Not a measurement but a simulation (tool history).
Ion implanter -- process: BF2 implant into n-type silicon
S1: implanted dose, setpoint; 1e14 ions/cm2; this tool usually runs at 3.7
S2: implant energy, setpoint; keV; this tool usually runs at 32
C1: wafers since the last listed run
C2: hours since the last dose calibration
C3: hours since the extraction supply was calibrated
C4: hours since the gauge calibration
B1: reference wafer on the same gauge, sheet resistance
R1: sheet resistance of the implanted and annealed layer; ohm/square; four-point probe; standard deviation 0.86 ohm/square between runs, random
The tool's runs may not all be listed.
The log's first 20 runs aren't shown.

Run 21, day 65.092: usual settings; C1 593; C2 451.2; C3 6039.1; C4 632.5; B1 346.13. Result: R1 316.93 ohm/square.
Run 22, day 69.433: usual settings but S1 4.44 1e14 ions/cm2, S2 36.5 keV; C1 1557; C2 555.4; C3 6143.3; C4 736.7; B1 345.91. Result: R1 271.07 ohm/square.
Run 23, day 71.712: usual settings but S2 40 keV; C1 817; C2 610.1; C3 6198; C4 791.4; B1 346.2. Result: R1 310.5 ohm/square.
Run 24, day 74.554: usual settings; C1 1019; C2 678.3; C3 6266.2; C4 859.6; B1 345.79. Result: R1 316.59 ohm/square.
Run 25, day 85.417: usual settings but S1 4.07 1e14 ions/cm2, S2 21.5 keV; C1 3896; C2 939; C3 6526.9; C4 1120.3; B1 346.27. Result: R1 301.07 ohm/square.
Run 26, day 89.025: usual settings but S1 2.92 1e14 ions/cm2, S2 42 keV; C1 1294; C2 1025.6; C3 6613.5; C4 1206.9; B1 346.02. Result: R1 379.45 ohm/square.
At day 89.771: extraction supply calibrated.
At day 90.171: Faraday cup replaced and dose calibrated.
Run 27, day 91.879: usual settings but S1 3.04 1e14 ions/cm2; C1 784; C2 41; C3 50.6; C4 1275.4; B1 345.82. Result: R1 374.21 ohm/square.
Run 28, day 94.954: usual settings but S1 4.7 1e14 ions/cm2, S2 40 keV; C1 1103; C2 114.8; C3 124.4; C4 1349.2; B1 346.03. Result: R1 256.44 ohm/square.
Run 29, day 96.704: usual settings; C1 627; C2 156.8; C3 166.4; C4 1391.2; B1 346. Result: R1 317.58 ohm/square.
Run 30, day 98.388: usual settings; C1 603; C2 197.2; C3 206.8; C4 1431.6; B1 345.99. Result: R1 317.81 ohm/square.
Run 31, day 101.462: usual settings but S1 3.11 1e14 ions/cm2, S2 41.5 keV; C1 1103; C2 271; C3 280.6; C4 1505.4; B1 345.95. Result: R1 358.57 ohm/square.
Run 32, day 113.146: usual settings but S1 4.06 1e14 ions/cm2; C1 4190; C2 551.4; C3 561; C4 1785.8; B1 346.06. Result: R1 294.59 ohm/square.
Run 33, day 115.388: usual settings but S1 4.18 1e14 ions/cm2, S2 26 keV; C1 804; C2 605.2; C3 614.8; C4 1839.6; B1 346.05. Result: R1 290.13 ohm/square.
At day 123.604: Faraday cup replaced and dose calibrated.
Run 34, day 125.292: usual settings; C1 3433; C2 40.5; C3 852.5; C4 2077.3; B1 345.99. Result: R1 317.32 ohm/square.

4 options for the next run, each taken on its own from the tool as it stands now. Forecast them:
Run A, day 125.308: usual settings; C1 5; C2 40.9; C3 852.9; C4 2077.7; B1 ?. Result: R1 ?.
Run B, day 125.308: usual settings but S1 4.49 1e14 ions/cm2; C1 5; C2 40.9; C3 852.9; C4 2077.7; B1 ?. Result: R1 ?.
Run C, day 125.308: usual settings but S1 2.72 1e14 ions/cm2, S2 22.5 keV; C1 5; C2 40.9; C3 852.9; C4 2077.7; B1 ?. Result: R1 ?.
Run D, day 125.308: usual settings but S1 3.05 1e14 ions/cm2, S2 36 keV; C1 5; C2 40.9; C3 852.9; C4 2077.7; B1 ?. Result: R1 ?.

run      B1      R1
  A  346.02  318.07
  B  346.02  270.06
  C  346.02  425.69
  D  346.02  369.96
The same runs, with their run-to-run variation unchanged, on a tool lacking any hidden condition would have given:
run      R1
  A  318.07
  B  270.06
  C  425.69
  D  369.96
